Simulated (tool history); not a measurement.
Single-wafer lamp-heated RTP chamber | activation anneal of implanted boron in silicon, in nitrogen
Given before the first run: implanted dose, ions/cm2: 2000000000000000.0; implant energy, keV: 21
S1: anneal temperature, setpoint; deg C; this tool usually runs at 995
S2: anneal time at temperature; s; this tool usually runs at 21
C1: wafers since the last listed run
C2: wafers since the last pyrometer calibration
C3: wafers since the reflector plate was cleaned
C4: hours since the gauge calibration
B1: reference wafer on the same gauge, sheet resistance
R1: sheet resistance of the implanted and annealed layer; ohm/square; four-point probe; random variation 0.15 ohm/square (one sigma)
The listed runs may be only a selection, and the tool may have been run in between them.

run	hour	S1	S2	C1	C2	C3	C4	B1	R1
1	0	995	21	0	2228	7385	84	58.08	67.4
2	12.9	995	21	133	2361	7518	96.9	58.14	67.31
# hour 22.7: gauge calibrated
3	27.1	995	21	146	2508	7664	4.4	58.07	67.36
4	40.1	995	11	134	2642	7798	17.4	58.08	69.42
5	48.1	995	11	82	2724	7881	25.4	58.13	69.79
6	56.6	995	21	87	2812	7968	33.9	58.07	67.52
7	68.4	995	21	121	2933	8090	45.7	58.13	67.28
8	76.5	995	15	83	3017	8174	53.8	58.04	68.49
9	83.1	1015	9	68	3085	8242	60.4	58.11	65.06
# hour 103.7: pyrometer window cleaned and pyrometer calibrated
10	104.2	982	29	135	5	8377	81.5	58.07	70.36
11	112.2	975	33	82	88	8459	89.5	58.06	72.53
# hour 122.9: reflector plate cleaned
# hour 127.3: gauge calibrated
12	132.4	995	21	125	213	98	5.1	58.09	65.81
13	138.7	981	29	64	278	163	11.4	58.1	69.02
14	149.4	995	21	110	389	273	22.1	58.15	66.09
# hour 160.4: reflector plate cleaned, repeated, since the last time left the tool worse
15	160.9	995	21	36	425	4	33.6	58.12	68.88
16	163.7	1019	28	28	454	33	36.4	58.08	62.15
17	178.3	1018	9	150	604	184	51	58.08	65.54

For each run, the measured value with the value that run would have given without the tool's hidden condition subtracted. The run-to-run variation is shared by both, the gauge scatter possibly not:
Unlogged tool condition in this case: true wafer temperature minus pyrometer reading, K; wafer temperature error from the tarnished reflector plate, K; gauge reads high (%).
run	R1
1	-1.52
2	-1.53
3	-1.56
4	-1.84
5	-1.86
6	-1.62
7	-1.63
8	-1.77
9	-1.23
10	-2.17
11	-2.51
12	-2.97
13	-3.92
14	-3
15	-0.2
16	-0.12
17	-0.17

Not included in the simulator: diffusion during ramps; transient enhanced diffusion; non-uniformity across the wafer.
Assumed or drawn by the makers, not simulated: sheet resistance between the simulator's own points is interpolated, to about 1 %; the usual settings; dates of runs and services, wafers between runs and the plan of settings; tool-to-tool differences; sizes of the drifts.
